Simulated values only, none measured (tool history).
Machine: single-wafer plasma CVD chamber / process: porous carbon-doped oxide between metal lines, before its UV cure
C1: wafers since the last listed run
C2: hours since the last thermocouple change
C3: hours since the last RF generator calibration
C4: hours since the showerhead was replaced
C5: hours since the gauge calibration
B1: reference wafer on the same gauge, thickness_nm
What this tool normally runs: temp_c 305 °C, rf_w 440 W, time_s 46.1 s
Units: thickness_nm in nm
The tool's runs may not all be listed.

run 1 day=0 | temp_c=305 rf_w=440 time_s=46.1 | C1=0 C2=115.7 C3=1077.1 C4=3629.8 C5=977.5 | B1=180.587 | thickness_nm=223.972
run 2 day=1.567 | temp_c=305 rf_w=440 time_s=46.1 | C1=1033 C2=153.3 C3=1114.7 C4=3667.4 C5=1015.1 | B1=180.607 | thickness_nm=224.101
run 3 day=5.721 | temp_c=305 rf_w=440 time_s=46.1 | C1=2741 C2=253 C3=1214.4 C4=3767.1 C5=1114.8 | B1=180.321 | thickness_nm=223.354
-- day=7.417 RF generator calibrated
run 4 day=8.521 | temp_c=305 rf_w=440 time_s=46.1 | C1=1627 C2=320.2 C3=26.5 C4=3834.3 C5=1182 | B1=180.163 | thickness_nm=222.912
run 5 day=12.05 | temp_c=300 rf_w=440 time_s=48.1 | C1=2328 C2=404.9 C3=111.2 C4=3919 C5=1266.7 | B1=179.993 | thickness_nm=238.149
run 6 day=16.546 | temp_c=305 rf_w=465 time_s=50.2 | C1=2966 C2=512.8 C3=219.1 C4=4026.9 C5=1374.6 | B1=179.77 | thickness_nm=252.013
run 7 day=19.592 | temp_c=305 rf_w=440 time_s=46.1 | C1=2009 C2=585.9 C3=292.2 C4=4100 C5=1447.7 | B1=179.649 | thickness_nm=223.956
run 8 day=23.079 | temp_c=305 rf_w=440 time_s=46.1 | C1=2301 C2=669.6 C3=375.9 C4=4183.7 C5=1531.4 | B1=179.396 | thickness_nm=222.673
run 9 day=27.133 | temp_c=305 rf_w=440 time_s=46.1 | C1=2675 C2=766.9 C3=473.2 C4=4281 C5=1628.7 | B1=179.236 | thickness_nm=221.423
run 10 day=30.629 | temp_c=305 rf_w=440 time_s=46.1 | C1=2306 C2=850.8 C3=557.1 C4=4364.9 C5=1712.6 | B1=179.104 | thickness_nm=222.457
run 11 day=34.125 | temp_c=305 rf_w=440 time_s=46.1 | C1=2306 C2=934.7 C3=641 C4=4448.8 C5=1796.5 | B1=178.768 | thickness_nm=221.591
run 12 day=37.162 | temp_c=296 rf_w=440 time_s=46.1 | C1=2004 C2=1007.6 C3=713.9 C4=4521.7 C5=1869.4 | B1=178.652 | thickness_nm=231.669
run 13 day=39.217 | temp_c=296 rf_w=440 time_s=46.1 | C1=1355 C2=1056.9 C3=763.2 C4=4571 C5=1918.7 | B1=178.529 | thickness_nm=231.612
run 14 day=42.075 | temp_c=296 rf_w=440 time_s=46.1 | C1=1885 C2=1125.5 C3=831.8 C4=4639.6 C5=1987.3 | B1=178.357 | thickness_nm=231.224
run 15 day=45.338 | temp_c=305 rf_w=440 time_s=46.1 | C1=2152 C2=1203.8 C3=910.1 C4=4717.9 C5=2065.6 | B1=178.303 | thickness_nm=219.989
run 16 day=48.338 | temp_c=305 rf_w=440 time_s=46.1 | C1=1979 C2=1275.8 C3=982.1 C4=4789.9 C5=2137.6 | B1=178.073 | thickness_nm=220.368
-- day=49.179 showerhead replaced
run 17 day=52.529 | temp_c=300 rf_w=440 time_s=46.1 | C1=2545 C2=1376.4 C3=1082.7 C4=80.4 C5=2238.2 | B1=177.816 | thickness_nm=225.288
-- day=52.775 gauge calibrated
-- day=56.367 RF generator calibrated
run 18 day=56.875 | temp_c=305 rf_w=440 time_s=46.1 | C1=2647 C2=1480.7 C3=12.2 C4=184.7 C5=98.4 | B1=182.807 | thickness_nm=227.037
run 19 day=59.362 | temp_c=310 rf_w=440 time_s=46.1 | C1=1641 C2=1540.4 C3=71.9 C4=244.4 C5=158.1 | B1=182.533 | thickness_nm=221.305
run 20 day=62.55 | temp_c=291 rf_w=375 time_s=50 | C1=2103 C2=1616.9 C3=148.4 C4=320.9 C5=234.6 | B1=182.492 | thickness_nm=231.931
run 21 day=66.633 | temp_c=296 rf_w=440 time_s=46.1 | C1=2694 C2=1714.9 C3=246.4 C4=418.9 C5=332.6 | B1=182.212 | thickness_nm=235.942
run 22 day=68.767 | temp_c=319 rf_w=380 time_s=41 | C1=1407 C2=1766.1 C3=297.6 C4=470.1 C5=383.8 | B1=182.304 | thickness_nm=168.605
run 23 day=71.283 | temp_c=305 rf_w=365 time_s=46.1 | C1=1660 C2=1826.5 C3=358 C4=530.5 C5=444.2 | B1=181.975 | thickness_nm=196.067
run 24 day=74.888 | temp_c=305 rf_w=395 time_s=46.1 | C1=2378 C2=1913 C3=444.5 C4=617 C5=530.7 | B1=181.797 | thickness_nm=207.234
run 25 day=85.871 | temp_c=305 rf_w=520 time_s=46.1 | C1=7247 C2=2176.6 C3=708.1 C4=880.6 C5=794.3 | B1=181.259 | thickness_nm=252.085
-- day=87.854 thermocouple changed; heater temperature recalibrated
run 26 day=89.562 | temp_c=291 rf_w=490 time_s=37.6 | C1=2215 C2=41 C3=796.7 C4=969.2 C5=882.9 | B1=180.995 | thickness_nm=212.805
run 27 day=93.233 | temp_c=305 rf_w=360 time_s=46.1 | C1=2422 C2=129.1 C3=884.8 C4=1057.3 C5=971 | B1=180.943 | thickness_nm=191.283
run 28 day=97.629 | temp_c=300 rf_w=440 time_s=46.1 | C1=2900 C2=234.6 C3=990.3 C4=1162.8 C5=1076.5 | B1=180.719 | thickness_nm=228.827
run 29 day=100.567 | temp_c=296 rf_w=440 time_s=46.1 | C1=1938 C2=305.1 C3=1060.8 C4=1233.3 C5=1147 | B1=180.352 | thickness_nm=235.462
run 30 day=103.625 | temp_c=296 rf_w=395 time_s=37.2 | C1=2017 C2=378.5 C3=1134.2 C4=1306.7 C5=1220.4 | B1=180.277 | thickness_nm=174.738
-- day=105.012 RF generator calibrated
run 31 day=105.646 | temp_c=311 rf_w=465 time_s=50.8 | C1=1113 C2=427 C3=15.2 C4=1355.2 C5=1268.9 | B1=180.085 | thickness_nm=248.112
run 32 day=109.788 | temp_c=296 rf_w=475 time_s=46.1 | C1=2732 C2=526.4 C3=114.6 C4=1454.6 C5=1368.3 | B1=179.981 | thickness_nm=246.239
run 33 day=112.396 | temp_c=305 rf_w=515 time_s=41.2 | C1=1721 C2=589 C3=177.2 C4=1517.2 C5=1430.9 | B1=179.904 | thickness_nm=222.431
run 34 day=124.529 | temp_c=315 rf_w=490 time_s=46.1 | C1=8005 C2=880.2 C3=468.4 C4=1808.4 C5=1722.1 | B1=179.281 | thickness_nm=228.261
run 35 day=128.379 | temp_c=310 rf_w=375 time_s=52.4 | C1=2540 C2=972.6 C3=560.8 C4=1900.8 C5=1814.5 | B1=178.989 | thickness_nm=217.558

3 ways to go on from here, each from the tool as it stands after run 35. What would each give?
run A day=128.396 | temp_c=305 rf_w=440 time_s=46.1 | C1=10 C2=973 C3=561.2 C4=1901.2 C5=1814.9 | B1=? | thickness_nm=?
run B day=128.396 | temp_c=311 rf_w=440 time_s=49.5 | C1=10 C2=973 C3=561.2 C4=1901.2 C5=1814.9 | B1=? | thickness_nm=?
run C day=128.396 | temp_c=300 rf_w=470 time_s=46.1 | C1=10 C2=973 C3=561.2 C4=1901.2 C5=1814.9 | B1=? | thickness_nm=?

run=A B1=178.944 thickness_nm=222.527
run=B B1=178.944 thickness_nm=231.782
run=C B1=178.944 thickness_nm=239.102
With no hidden state in the tool, these same runs would have given:
run=A thickness_nm=227.464
run=B thickness_nm=236.925
run=C thickness_nm=244.408

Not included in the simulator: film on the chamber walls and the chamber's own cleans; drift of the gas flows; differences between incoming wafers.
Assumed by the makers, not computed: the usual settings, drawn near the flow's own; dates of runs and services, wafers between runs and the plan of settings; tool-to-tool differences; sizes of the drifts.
